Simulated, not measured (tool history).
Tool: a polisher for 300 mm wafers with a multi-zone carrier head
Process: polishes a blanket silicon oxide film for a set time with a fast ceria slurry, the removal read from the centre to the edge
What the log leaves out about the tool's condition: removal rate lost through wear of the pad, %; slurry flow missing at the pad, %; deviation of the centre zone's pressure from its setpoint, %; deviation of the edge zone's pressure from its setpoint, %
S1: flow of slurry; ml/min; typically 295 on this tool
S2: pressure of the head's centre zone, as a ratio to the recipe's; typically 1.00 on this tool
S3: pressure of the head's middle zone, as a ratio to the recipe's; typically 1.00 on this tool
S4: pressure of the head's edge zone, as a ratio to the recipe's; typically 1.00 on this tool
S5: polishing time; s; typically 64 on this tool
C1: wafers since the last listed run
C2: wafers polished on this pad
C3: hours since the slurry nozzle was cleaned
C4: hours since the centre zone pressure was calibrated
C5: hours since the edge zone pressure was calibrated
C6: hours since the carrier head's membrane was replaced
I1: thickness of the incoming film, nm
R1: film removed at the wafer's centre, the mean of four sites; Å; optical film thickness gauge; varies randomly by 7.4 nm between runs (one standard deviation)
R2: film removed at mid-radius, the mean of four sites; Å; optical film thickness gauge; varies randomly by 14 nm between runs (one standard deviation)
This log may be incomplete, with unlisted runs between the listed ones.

{"run": 1, "hour": 0.0, "S1": 295, "S2": 0.92, "S3": 1.0, "S4": 1.04, "S5": 64, "C1": 0, "C2": 1868, "C3": 492.2, "C4": 680.4, "C5": 706.8, "C6": 172.4, "I1": 3231.9, "R1": 9176, "R2": 10037}
{"hour": 0.6, "done": "centre zone pressure recalibrated"}
{"run": 2, "hour": 36.1, "S1": 295, "S2": 0.92, "S3": 1.0, "S4": 1.04, "S5": 64, "C1": 416, "C2": 2284, "C3": 528.3, "C4": 35.5, "C5": 742.9, "C6": 208.5, "I1": 3285.7, "R1": 8965, "R2": 10067}
{"hour": 47.4, "done": "slurry nozzle cleaned"}
{"hour": 94.3, "done": "worn pad replaced by a new one"}
{"run": 3, "hour": 96.5, "S1": 295, "S2": 1.0, "S3": 1.0, "S4": 1.0, "S5": 64, "C1": 650, "C2": 25, "C3": 49.1, "C4": 95.9, "C5": 803.3, "C6": 268.9, "I1": 3322.4, "R1": 10254, "R2": 10234}
{"run": 4, "hour": 129.4, "S1": 375, "S2": 1.0, "S3": 1.0, "S4": 0.91, "S5": 64, "C1": 386, "C2": 411, "C3": 82.0, "C4": 128.8, "C5": 836.2, "C6": 301.8, "I1": 3272.9, "R1": 10284, "R2": 10598}
{"run": 5, "hour": 173.8, "S1": 295, "S2": 0.97, "S3": 1.0, "S4": 1.0, "S5": 64, "C1": 521, "C2": 932, "C3": 126.4, "C4": 173.2, "C5": 880.6, "C6": 346.2, "I1": 3247.0, "R1": 9876, "R2": 10520}
{"run": 6, "hour": 234.8, "S1": 295, "S2": 0.97, "S3": 1.0, "S4": 1.0, "S5": 64, "C1": 715, "C2": 1648, "C3": 187.4, "C4": 234.2, "C5": 941.6, "C6": 407.2, "I1": 3223.6, "R1": 9864, "R2": 10259}
{"run": 7, "hour": 347.0, "S1": 295, "S2": 0.97, "S3": 1.0, "S4": 1.0, "S5": 64, "C1": 1316, "C2": 2965, "C3": 299.6, "C4": 346.4, "C5": 1053.8, "C6": 519.4, "I1": 3233.0, "R1": 9835, "R2": 10410}
{"hour": 371.6, "done": "worn pad replaced by a new one"}
{"run": 8, "hour": 410.5, "S1": 295, "S2": 1.0, "S3": 1.0, "S4": 1.0, "S5": 64, "C1": 698, "C2": 456, "C3": 363.1, "C4": 409.9, "C5": 1117.3, "C6": 582.9, "I1": 3281.0, "R1": 10207, "R2": 10287}
{"hour": 447.8, "done": "edge zone pressure recalibrated"}
{"run": 9, "hour": 450.7, "S1": 295, "S2": 1.0, "S3": 1.0, "S4": 1.0, "S5": 64, "C1": 448, "C2": 905, "C3": 403.3, "C4": 450.1, "C5": 2.9, "C6": 623.1, "I1": 3266.4, "R1": 10171, "R2": 10313}
{"run": 10, "hour": 510.8, "S1": 295, "S2": 1.0, "S3": 1.0, "S4": 1.0, "S5": 64, "C1": 705, "C2": 1610, "C3": 463.4, "C4": 510.2, "C5": 63.0, "C6": 683.2, "I1": 3209.0, "R1": 10076, "R2": 10273}
{"hour": 522.9, "done": "carrier head's membrane replaced by a new one"}
{"run": 11, "hour": 552.2, "S1": 385, "S2": 1.0, "S3": 1.06, "S4": 1.0, "S5": 64, "C1": 427, "C2": 2037, "C3": 504.8, "C4": 551.6, "C5": 104.4, "C6": 29.3, "I1": 3237.1, "R1": 10150, "R2": 10894}
{"run": 12, "hour": 596.3, "S1": 295, "S2": 1.0, "S3": 0.95, "S4": 0.91, "S5": 64, "C1": 517, "C2": 2555, "C3": 548.9, "C4": 595.7, "C5": 148.5, "C6": 73.4, "I1": 3302.7, "R1": 9859, "R2": 9816}
{"hour": 639.2, "done": "worn pad replaced by a new one"}
{"run": 13, "hour": 648.5, "S1": 295, "S2": 1.0, "S3": 1.0, "S4": 1.0, "S5": 64, "C1": 565, "C2": 108, "C3": 601.1, "C4": 647.9, "C5": 200.7, "C6": 125.6, "I1": 3219.3, "R1": 9792, "R2": 10129}
{"hour": 677.6, "done": "slurry nozzle cleaned"}
{"hour": 709.7, "done": "centre zone pressure recalibrated"}
{"run": 14, "hour": 863.9, "S1": 295, "S2": 1.0, "S3": 1.0, "S4": 1.0, "S5": 64, "C1": 2492, "C2": 2601, "C3": 186.3, "C4": 154.2, "C5": 416.1, "C6": 341.0, "I1": 3300.1, "R1": 10169, "R2": 10134}
{"hour": 891.7, "done": "worn pad replaced by a new one"}
{"run": 15, "hour": 901.1, "S1": 325, "S2": 1.0, "S3": 1.0, "S4": 1.08, "S5": 64, "C1": 389, "C2": 110, "C3": 223.5, "C4": 191.4, "C5": 453.3, "C6": 378.2, "I1": 3253.8, "R1": 10259, "R2": 10479}
{"run": 16, "hour": 1038.8, "S1": 295, "S2": 1.09, "S3": 1.0, "S4": 1.0, "S5": 64, "C1": 1615, "C2": 1726, "C3": 361.2, "C4": 329.1, "C5": 591.0, "C6": 515.9, "I1": 3232.1, "R1": 11061, "R2": 10454}
{"run": 17, "hour": 1083.4, "S1": 295, "S2": 1.0, "S3": 1.0, "S4": 1.03, "S5": 64, "C1": 523, "C2": 2250, "C3": 405.8, "C4": 373.7, "C5": 635.6, "C6": 560.5, "I1": 3295.2, "R1": 10021, "R2": 10106}
{"hour": 1138.6, "done": "worn pad replaced by a new one"}
{"run": 18, "hour": 1144.2, "S1": 295, "S2": 0.93, "S3": 0.9, "S4": 1.0, "S5": 64, "C1": 666, "C2": 66, "C3": 466.6, "C4": 434.5, "C5": 696.4, "C6": 621.3, "I1": 3280.5, "R1": 9365, "R2": 9639}
{"run": 19, "hour": 1176.6, "S1": 295, "S2": 1.0, "S3": 1.0, "S4": 1.0, "S5": 64, "C1": 380, "C2": 446, "C3": 499.0, "C4": 466.9, "C5": 728.8, "C6": 653.7, "I1": 3296.9, "R1": 9913, "R2": 10039}
{"hour": 1215.2, "done": "slurry nozzle cleaned"}
{"run": 20, "hour": 1217.8, "S1": 295, "S2": 1.0, "S3": 1.08, "S4": 0.91, "S5": 76, "C1": 471, "C2": 918, "C3": 2.6, "C4": 508.1, "C5": 770.0, "C6": 694.9, "I1": 3282.3, "R1": 12128, "R2": 13066}

What if the next run were any one of these 5? Each begins from the tool's condition after run 20:
{"run": "A", "hour": 1218.2, "S1": 295, "S2": 1.0, "S3": 1.0, "S4": 1.0, "S5": 64, "C1": 4, "C2": 922, "C3": 3.0, "C4": 508.5, "C5": 770.4, "C6": 695.3, "I1": 3269.5, "R1": "?", "R2": "?"}
{"run": "B", "hour": 1218.2, "S1": 400, "S2": 0.93, "S3": 0.96, "S4": 1.0, "S5": 79, "C1": 4, "C2": 922, "C3": 3.0, "C4": 508.5, "C5": 770.4, "C6": 695.3, "I1": 3269.5, "R1": "?", "R2": "?"}
{"run": "C", "hour": 1218.2, "S1": 225, "S2": 1.0, "S3": 1.0, "S4": 1.0, "S5": 64, "C1": 4, "C2": 922, "C3": 3.0, "C4": 508.5, "C5": 770.4, "C6": 695.3, "I1": 3269.5, "R1": "?", "R2": "?"}
{"run": "D", "hour": 1218.2, "S1": 335, "S2": 1.0, "S3": 0.91, "S4": 1.0, "S5": 64, "C1": 4, "C2": 922, "C3": 3.0, "C4": 508.5, "C5": 770.4, "C6": 695.3, "I1": 3269.5, "R1": "?", "R2": "?"}
{"run": "E", "hour": 1218.2, "S1": 335, "S2": 1.0, "S3": 1.0, "S4": 1.08, "S5": 84, "C1": 4, "C2": 922, "C3": 3.0, "C4": 508.5, "C5": 770.4, "C6": 695.3, "I1": 3269.5, "R1": "?", "R2": "?"}

run=A R1=10181 R2=10343
run=B R1=11914 R2=12649
run=C R1=9991 R2=10169
run=D R1=10263 R2=9784
run=E R1=13477 R2=13678
Stripped of hidden state, with their random variation kept, the same runs would have yielded:
run=A R1=10225 R2=10383
run=B R1=11956 R2=12690
run=C R1=10042 R2=10215
run=D R1=10304 R2=9819
run=E R1=13531 R2=13727
